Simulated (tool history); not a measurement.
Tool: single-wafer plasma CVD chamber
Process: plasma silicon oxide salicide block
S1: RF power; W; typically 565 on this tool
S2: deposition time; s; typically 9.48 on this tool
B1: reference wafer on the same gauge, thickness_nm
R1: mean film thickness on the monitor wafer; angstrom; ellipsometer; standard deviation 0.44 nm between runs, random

run,hour,S1,S2,B1,R1
1,0,565,9.48,89.226,866.33
2,35.5,565,9.48,89.483,874.01
3,56.3,635,8.13,89.175,785.71
4,87.1,635,8.13,89.286,792.88
5,104.9,635,8.13,89.458,788.9
6,134.7,565,9.48,89.42,867.76
7,151.8,565,9.48,89.047,861.68
8,183.9,565,9.48,89.253,864.33
9,251,565,9.04,89.174,827.09
10,280.6,565,10.56,89.172,951.69
11,307.1,565,10.56,89.359,957.04
12,340.4,565,9.48,89.332,859.62
13,376,565,9.48,89.079,844.68
14,483.2,565,9.48,89.388,852.69
15,509.5,565,9.48,89.563,847.79
# hour 518.4: RF generator calibrated
16,564.7,565,9.48,89.267,835.03
17,632.3,565,9.48,89.299,829.07
18,649.9,565,8.47,89.47,742.06
# hour 688: gauge calibrated
19,730.1,565,9.48,89.334,834.04
20,749,565,9.48,89.109,830.15
21,769.4,565,9.48,89.3,835.25
22,795,565,7.89,89.331,694.37
23,807.6,465,10.54,89.094,836.67
# hour 838.5: RF generator calibrated, repeated, since the last time left the tool worse
# hour 842.5: showerhead replaced
24,843,460,8.37,89.133,695.93
25,852.2,465,10.29,89.374,862.59
26,867.5,565,9.48,89.209,875.8
27,891.3,525,10.72,89.202,951.29
28,911.2,500,8.03,89.232,696.8
29,939.4,630,8.4,89.164,820.68
30,951.6,565,9.48,89.407,874.78
31,968.8,485,9.48,89.251,805.39
32,983.8,460,10.01,89.201,829.35
33,1001.8,490,10.75,89.226,922.46
34,1015.5,565,9.48,89.037,873.14
35,1049.3,635,8.13,89.325,798.02
36,1077.4,520,11.03,89.311,976.73
37,1111.7,495,11.15,89.266,956.71
38,1131.9,565,9.48,89.398,880.7
39,1151.9,530,11.3,89.307,1008.51
40,1180.2,510,10.48,89.091,919.26
41,1196.3,565,9.48,89.37,879.79
42,1252.7,565,10.37,89.505,952.21
43,1265.7,470,10.34,89.45,865.81
44,1278.3,465,7.67,89.273,634.58
45,1294.2,605,8.17,89.284,773.53

Exercise: give the hidden state of the tool at every run:
gauge reads high (%): 0 in every run
H1: delivered RF power above the setpoint (%)
run,H1
1,-2.32
2,-2.55
3,-2.69
4,-2.9
5,-3.02
6,-3.24
7,-3.37
8,-3.62
9,-4.17
10,-4.43
11,-4.66
12,-4.97
13,-5.31
14,-6.39
15,-6.67
16,-9.96
17,-10
18,-10
19,-10.2
20,-10.2
21,-10.2
22,-10.3
23,-10.3
24,-0.185
25,-0.186
26,-0.189
27,-0.198
28,-0.209
29,-0.231
30,-0.243
31,-0.262
32,-0.28
33,-0.305
34,-0.326
35,-0.386
36,-0.443
37,-0.522
38,-0.573
39,-0.628
40,-0.712
41,-0.762
42,-0.959
43,-1.01
44,-1.06
45,-1.12
